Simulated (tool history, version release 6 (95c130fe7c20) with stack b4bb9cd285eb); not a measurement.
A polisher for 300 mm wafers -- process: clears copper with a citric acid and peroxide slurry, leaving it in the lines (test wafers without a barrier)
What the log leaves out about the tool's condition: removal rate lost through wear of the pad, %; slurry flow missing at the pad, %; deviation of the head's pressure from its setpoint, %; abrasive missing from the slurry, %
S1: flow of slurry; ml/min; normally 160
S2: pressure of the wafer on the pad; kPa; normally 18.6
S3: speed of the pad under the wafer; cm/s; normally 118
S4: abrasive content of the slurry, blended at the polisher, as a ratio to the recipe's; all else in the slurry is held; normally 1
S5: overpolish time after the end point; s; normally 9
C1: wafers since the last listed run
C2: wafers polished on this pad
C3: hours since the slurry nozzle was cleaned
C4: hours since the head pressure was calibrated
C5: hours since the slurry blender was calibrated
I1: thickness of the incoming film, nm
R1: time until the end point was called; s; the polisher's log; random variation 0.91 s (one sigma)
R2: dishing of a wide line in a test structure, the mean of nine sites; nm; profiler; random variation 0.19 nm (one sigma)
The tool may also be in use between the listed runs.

run     day   S1    S2   S3    S4  S5   C1    C2     C3      C4     C5     I1    R1    R2
  1       0  190  18.6  118     1   9    0   978  306.6   933.7  293.5  203.6  70.3    15
  2   0.383  190  18.6  118     1   9  101  1079  315.8   942.9  302.7  198.8  66.1  15.1
      0.812  -- worn pad replaced by a new one
  3   1.075  190  18.6  118     1   9  138    69  332.4   959.5  319.3    200  67.8  14.8
  4   1.675  160  18.6  152     1   9  158   228  346.8   973.9  333.7  200.7  53.9  17.6
  5   3.862  160  18.6  152     1   9  577   805  399.3  1026.4  386.2  201.9  53.6  17.8
  6   4.229  160  18.6  118     1   9   96   902  408.1  1035.2    395  202.9  69.1  14.7
  7    4.65  160  18.6  118     1   9  111  1013  418.2  1045.3  405.1  198.1  70.4  14.6
      5.125  -- worn pad replaced by a new one
  8   5.346  160  18.6  118     1   9  139    58  434.9    1062  421.8  195.9  65.8  14.7
  9   5.621  160  18.6  118     1   9   72   130  441.5  1068.6  428.4  197.9  69.9  14.8
        6.2  -- slurry blender recalibrated
 10   6.221  160  20.7  118     1   9  136   267  455.9    1083    0.5  199.1  68.7  14.8
 11     6.4  160  20.7  118     1   9   47   314  460.2  1087.3    4.8  201.1  68.8  14.9
 12   6.942  160  21.4  118     1   9  143   457  473.2  1100.3   17.8  200.4  68.6  15.3
      7.329  -- slurry nozzle cleaned
 13   7.658  130  18.6  156  0.75   9  178   635    7.9  1117.5     35  199.8  63.2  15.9
        8.5  -- slurry blender recalibrated, repeated, since the last time left the tool worse
      8.954  -- worn pad replaced by a new one
 14   8.975  160  22.1   94     1   9  281     5   39.5  1149.1   11.4    202  74.5  14.3
 15   9.396  140  18.6  118  1.15  13  111   116   49.6  1159.2   21.5  197.1  63.8  19.8
 16  10.079  160  20.7  154   1.1  12  180   297     66  1175.6   37.9  197.9    46  23.6
     10.483  -- head pressure recalibrated
 17  10.638  205  18.6  118  1.15   9  125   422   79.4     3.7   51.3  200.4  62.6    16
 18  11.325  110  18.6  118     1   4  181   604   95.9    20.2   67.8  199.7  68.6   7.2
 19  11.688  160  18.6  118     1   9   95   699  104.6    28.9   76.5  201.9  68.7  15.3
 20  12.375  205  18.6  118  1.15   9  181   881  121.1    45.4     93  201.1  63.1  15.9
 21   12.75  205  18.6  118   1.1   9   99   980  130.1    54.4    102  198.9  63.9  15.7
 22  13.121  160  21.4  118     1   9   97  1078    139    63.3  110.9  197.9  60.8  16.2

Results per run with the tool's hidden condition removed, run-to-run variation unchanged:
run    R1    R2
  1  66.9  15.6
  2  62.9  15.7
  3  64.5  15.4
  4  51.2  18.3
  5  50.9  18.5
  6  65.5  15.3
  7  66.8  15.2
  8  62.3  15.4
  9  66.2  15.4
 10  61.2  16.2
 11  61.1  16.3
 12  60.6  16.8
 13  55.6  17.4
 14    74  14.4
 15  63.1  19.9
 16  45.3  23.8
 17  61.5  16.3
 18  67.1   7.4
 19    67  15.6
 20  61.4  16.2
 21    62  16.1
 22  58.9  16.6
